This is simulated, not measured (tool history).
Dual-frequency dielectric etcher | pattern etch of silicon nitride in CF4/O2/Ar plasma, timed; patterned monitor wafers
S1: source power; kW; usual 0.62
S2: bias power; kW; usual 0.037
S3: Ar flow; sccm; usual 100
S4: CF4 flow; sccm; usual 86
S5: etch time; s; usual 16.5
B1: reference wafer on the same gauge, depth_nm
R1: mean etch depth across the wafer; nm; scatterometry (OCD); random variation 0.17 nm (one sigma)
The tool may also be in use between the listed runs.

run    hour    S1     S2   S3   S4    S5     B1     R1
  1       0  0.62  0.037  100   86  16.5  35.09   29.4
  2    76.4  0.62  0.037  100   86  16.5  35.13  28.58
        133  -- wet clean of the chamber
  3   143.8  0.62  0.037  100   86  16.5  35.08  30.35
  4   204.9  0.62  0.037  100   86  16.5  35.12  30.02
  5   279.1  0.62  0.037  100   86  16.5  35.12   29.7
  6   339.2  0.62  0.037  100   86  16.5  35.08  29.67
        371  -- upper electrode replaced, of another model than before
  7   386.3  0.62  0.037  100   86  16.5  35.07  29.07
  8   461.4  0.62  0.037  100   86  16.5  35.12  28.84
  9   533.1  0.62  0.037  100   86  16.5  35.09  28.56
      562.7  -- wet clean of the chamber
      574.9  -- source power generator calibrated
      582.6  -- Ar flow controller replaced
      583.9  -- gauge calibrated
      640.3  -- bias power generator calibrated
 10   640.8  0.62  0.037  100   86  16.5  35.07  29.93
 11   691.7  0.76  0.037  110   86  21.5  35.11  41.76
      731.6  -- CF4 flow controller replaced
 12   744.4  0.69  0.034  115   69  16.5  35.08  28.52
      953.2  -- wet clean of the chamber
 13  1049.1  0.62  0.043   92   86  16.5  35.09  32.46
 14  1089.4  0.62  0.037  100   86  16.5  35.07  29.57
 15  1151.1  0.74  0.037   77   92    13  35.11     26
 16  1236.3  0.52  0.037  100  106  12.5  35.14  20.84

5 ways to go on from here, each from the tool as it stands after run 16. What would each give?
  A  1236.7  0.62  0.037  100   92  16.5   ?   ?
  B  1236.7  0.56  0.037  100  104  13.5   ?   ?
  C  1236.7  0.62  0.037   79  105  11.5   ?   ?
  D  1236.7  0.54  0.037  100   86  16.5   ?   ?
  E  1236.7   0.5  0.028   90   86    14   ?   ?

run     B1     R1
  A  35.12  29.49
  B  35.12  23.45
  C  35.12  21.39
  D  35.12  27.84
  E  35.12  20.09
Without the tool's hidden state the same runs would have given:
run     R1
  A   30.8
  B   24.5
  C  22.35
  D  29.08
  E  20.99
